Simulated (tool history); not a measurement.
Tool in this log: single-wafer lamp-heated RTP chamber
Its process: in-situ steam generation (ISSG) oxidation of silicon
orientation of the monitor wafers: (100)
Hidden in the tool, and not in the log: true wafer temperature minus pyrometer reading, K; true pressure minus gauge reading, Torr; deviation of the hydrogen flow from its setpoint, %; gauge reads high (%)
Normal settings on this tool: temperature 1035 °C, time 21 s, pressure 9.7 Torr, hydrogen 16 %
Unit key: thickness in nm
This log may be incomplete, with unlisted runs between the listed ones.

run   hour  temperature  time  pressure  hydrogen  wafers since the last listed run  wafers since the last pyrometer calibration  hours since the pressure gauge was zeroed  hours since the hydrogen flow controller was replaced  hours since the gauge calibration  read-back reference wafer on the same gauge, thickness  thickness
  1    0.0         1035    21       9.7        16                                 0                                          840                                     2224.9                                                 2786.5                              203.1                                                   7.396      6.631
  2   17.5         1035    25       9.7        16                               116                                          957                                     2242.4                                                 2804.0                              220.6                                                   7.402      7.288
  3   28.2         1035    25       9.7        16                                71                                         1028                                     2253.1                                                 2814.7                              231.3                                                   7.408      7.338
  4   39.1         1035    25       9.7        16                                72                                         1101                                     2264.0                                                 2825.6                              242.2                                                   7.393      7.241
  5   51.2         1035    21       9.7        16                                80                                         1181                                     2276.1                                                 2837.7                              254.3                                                   7.404      6.691
  6   60.8         1035    21       9.7        16                                63                                         1245                                     2285.7                                                 2847.3                              263.9                                                   7.400      6.700
  7   77.9         1035    21       9.7        16                               113                                         1359                                     2302.8                                                 2864.4                              281.0                                                   7.407      6.746
  8   87.7         1035    21       9.7        16                                65                                         1425                                     2312.6                                                 2874.2                              290.8                                                   7.423      6.686
      98.2  -- gauge calibrated
  9  101.9         1035    21       9.7        16                                94                                         1519                                     2326.8                                                 2888.4                                3.7                                                   7.394      6.783
 10  116.5         1035    21       9.7        16                                97                                         1617                                     2341.4                                                 2903.0                               18.3                                                   7.404      6.721
 11  127.1         1035    21       9.7        16                                70                                         1687                                     2352.0                                                 2913.6                               28.9                                                   7.399      6.753
     144.8  -- pressure gauge zeroed
 12  145.3         1035    21       9.7        16                                67                                         1755                                        0.5                                                 2931.8                               47.1                                                   7.411      6.809
     154.6  -- pyrometer window cleaned and pyrometer calibrated
     155.8  -- hydrogen flow controller replaced
 13  156.3         1035    21       9.7        20                                11                                            3                                       11.5                                                    0.5                               58.1                                                   7.396      7.246
 14  156.7         1049    21       9.7        16                                 2                                            5                                       11.9                                                    0.9                               58.5                                                   7.393      7.480
 15  167.1         1035    25       9.7        16                                69                                           75                                       22.3                                                   11.3                               68.9                                                   7.412      7.523
 16  177.0         1035    21       8.9        16                                65                                          141                                       32.2                                                   21.2                               78.8                                                   7.401      6.964
 17  183.7         1035    21       8.4        11                                44                                          185                                       38.9                                                   27.9                               85.5                                                   7.401      6.470
     199.7  -- pyrometer window cleaned and pyrometer calibrated, repeated, since the last time left the tool worse
 18  200.2         1035    21       9.7        16                                56                                            3                                       55.4                                                   44.4                              102.0                                                   7.397      6.602
 19  202.7         1035    21       9.7        16                                16                                           19                                       57.9                                                   46.9                              104.5                                                   7.420      6.602
 20  209.6         1050    28       9.2        20                                45                                           65                                       64.8                                                   53.8                              111.4                                                   7.411      8.723
 21  218.5         1035    21      10.2        19                                59                                          125                                       73.7                                                   62.7                              120.3                                                   7.411      6.796
 22  231.7         1042    28      10.2        16                                87                                          213                                       86.9                                                   75.9                              133.5                                                   7.387      7.933
 23  243.7         1053    21       9.7        11                                79                                          293                                       98.9                                                   87.9                              145.5                                                   7.404      6.752
 24  258.4         1017    26       8.3        13                                97                                          391                                      113.6                                                  102.6                              160.2                                                   7.393      6.605
 25  269.2         1035    21       9.7        19                                71                                          463                                      124.4                                                  113.4                              171.0                                                   7.390      6.863
 26  284.3         1035    18       9.7        16                               100                                          563                                      139.5                                                  128.5                              186.1                                                   7.412      6.109
 27  300.3         1035    21       8.2        24                               106                                          670                                      155.5                                                  144.5                              202.1                                                   7.408      7.356
 28  313.5         1024    24      10.2        21                                87                                          758                                      168.7                                                  157.7                              215.3                                                   7.404      7.026

3 ways to go on from here, each from the tool as it stands after run 28. What would each give?
  A  313.9         1035    21       9.7        16                                 2                                          761                                      169.1                                                  158.1                              215.7                                                       ?          ?
  B  313.9         1047    13       9.7        16                                 2                                          761                                      169.1                                                  158.1                              215.7                                                       ?          ?
  C  313.9         1019    29       9.7        16                                 2                                          761                                      169.1                                                  158.1                              215.7                                                       ?          ?

run  read-back reference wafer on the same gauge, thickness  thickness
  A                                                   7.390      6.612
  B                                                   7.390      5.493
  C                                                   7.390      7.214
Had the tool no hidden state, the same runs would have come out as:
run  thickness
  A      6.562
  B      5.453
  C      7.160
